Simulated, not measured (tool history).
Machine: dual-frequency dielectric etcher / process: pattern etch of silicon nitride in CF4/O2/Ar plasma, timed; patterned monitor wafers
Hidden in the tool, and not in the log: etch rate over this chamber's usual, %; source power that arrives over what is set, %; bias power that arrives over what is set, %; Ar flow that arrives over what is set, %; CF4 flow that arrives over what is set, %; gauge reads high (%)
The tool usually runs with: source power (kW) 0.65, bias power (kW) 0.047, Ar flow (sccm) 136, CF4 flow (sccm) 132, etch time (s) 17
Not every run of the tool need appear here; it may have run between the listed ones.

run     day  source power (kW)  bias power (kW)  Ar flow (sccm)  CF4 flow (sccm)  etch time (s)  wafers since the last listed run  hours since the last wet clean  hours since the last source power generator calibration  hours since the last bias power generator calibration  hours since the last Ar flow controller change  hours since the last CF4 flow controller change  hours since the last upper electrode change  hours since the gauge calibration  read-back reference wafer on the same gauge, depth_nm  mean etch depth across the wafer (nm)
  1       0               0.65            0.047             136              132             17                                 0                            64.3                                                   3076.4                                                   3139                                          3637.6                                           1571.1                                       4731.3                              511.4                                                   34.7                                   38.1
  2   0.975               0.65            0.047             136              132             17                               350                            87.7                                                   3099.8                                                 3162.4                                            3661                                           1594.5                                       4754.7                              534.8                                                  34.66                                  38.04
      1.358  -- gauge calibrated
      2.312  -- CF4 flow controller replaced
  3   2.962               0.65            0.042             136              132           18.5                               624                           135.4                                                   3147.5                                                 3210.1                                          3708.7                                             15.6                                       4802.4                               38.5                                                   35.3                                  40.99
  4   3.842               0.65            0.042             136              132           18.5                               316                           156.5                                                   3168.6                                                 3231.2                                          3729.8                                             36.7                                       4823.5                               59.6                                                  35.28                                   41.2
  5     5.1               0.65            0.047             136              132             17                               452                           186.7                                                   3198.8                                                 3261.4                                            3760                                             66.9                                       4853.7                               89.8                                                  35.22                                  38.87
  6   6.146               0.65            0.047             136              132             17                               376                           211.8                                                   3223.9                                                 3286.5                                          3785.1                                               92                                       4878.8                              114.9                                                  35.19                                  38.73
       6.95  -- source power generator calibrated
  7   7.204               0.65            0.047             136              132             17                               320                           237.2                                                      6.1                                                 3311.9                                          3810.5                                            117.4                                       4904.2                              140.3                                                  35.16                                  39.01
      8.454  -- upper electrode replaced
  8   8.475               0.56            0.055             136              132             17                                97                           267.7                                                     36.6                                                 3342.4                                            3841                                            147.9                                          0.5                              170.8                                                  35.12                                  34.57
  9   9.162               0.65            0.047             136              132             17                               247                           284.2                                                     53.1                                                 3358.9                                          3857.5                                            164.4                                           17                              187.3                                                   35.1                                  38.63
      9.875  -- bias power generator calibrated
 10   9.896               0.65            0.047             136              121             17                               203                           301.8                                                     70.7                                                    0.5                                          3875.1                                              182                                         34.6                              204.9                                                  35.07                                  38.31
     11.017  -- Ar flow controller replaced
 11  11.038               0.65            0.053             136              132             17                               320                           329.2                                                     98.1                                                   27.9                                             0.5                                            209.4                                           62                              232.3                                                  35.04                                  40.11
 12  11.979               0.55            0.041             136              132             20                               338                           351.8                                                    120.7                                                   50.5                                            23.1                                              232                                         84.6                              254.9                                                  34.99                                  36.62
     13.404  -- wet clean of the chamber
 13  13.425               0.76            0.047             153              111             13                               160                             0.5                                                    155.4                                                   85.2                                            57.8                                            266.7                                        119.3                              289.6                                                  34.95                                  33.65
 14  14.342               0.65            0.047             111              132             15                               329                            22.5                                                    177.4                                                  107.2                                            79.8                                            288.7                                        141.3                              311.6                                                  34.94                                  34.81
 15  15.246               0.65            0.044             136              151             19                               325                            44.2                                                    199.1                                                  128.9                                           101.5                                            310.4                                          163                              333.3                                                  34.89                                   42.8
 16  16.038               0.65            0.047             136              132             17                               284                            63.2                                                    218.1                                                  147.9                                           120.5                                            329.4                                          182                              352.3                                                  34.86                                   38.3
 17    16.9               0.65            0.047             161              132           20.5                               310                            83.9                                                    238.8                                                  168.6                                           141.2                                            350.1                                        202.7                                373                                                  34.83                                  45.57
 18  17.733               0.65            0.037             147              132             17                               299                           103.9                                                    258.8                                                  188.6                                           161.2                                            370.1                                        222.7                                393                                                  34.81                                   35.7
 19  18.671               0.65            0.047             136              132             17                               337                           126.4                                                    281.3                                                  211.1                                           183.7                                            392.6                                        245.2                              415.5                                                  34.77                                  38.29
 20  19.692               0.65            0.056             167              100             13                               367                           150.9                                                    305.8                                                  235.6                                           208.2                                            417.1                                        269.7                                440                                                  34.75                                  29.27
 21  20.238               0.65            0.047             136              132             17                               196                             164                                                    318.9                                                  248.7                                           221.3                                            430.2                                        282.8                              453.1                                                  34.73                                  38.41

Pick out some run-to-run changes in mean etch depth across the wafer (nm). Of each, how much would a tool without hidden state show as well, from the settings, what came in and chance, and how much is left for the hidden state and any gauge scatter not in both results compared?
Run 2 -> 3: bias power (kW) 0.047 -> 0.042, etch time (s) 17 -> 18.5, gauge calibrated, CF4 flow controller replaced. mean etch depth across the wafer (nm) +2.95: hidden state +0.72, all else +2.23.
Run 17 -> 18: bias power (kW) 0.047 -> 0.037, Ar flow (sccm) 161 -> 147, etch time (s) 20.5 -> 17. mean etch depth across the wafer (nm) -9.87: hidden state +0.11, all else -9.98.
Run 20 -> 21: bias power (kW) 0.056 -> 0.047, Ar flow (sccm) 167 -> 136, CF4 flow (sccm) 100 -> 132, etch time (s) 13 -> 17. mean etch depth across the wafer (nm) +9.14: hidden state -0.17, all else +9.31.
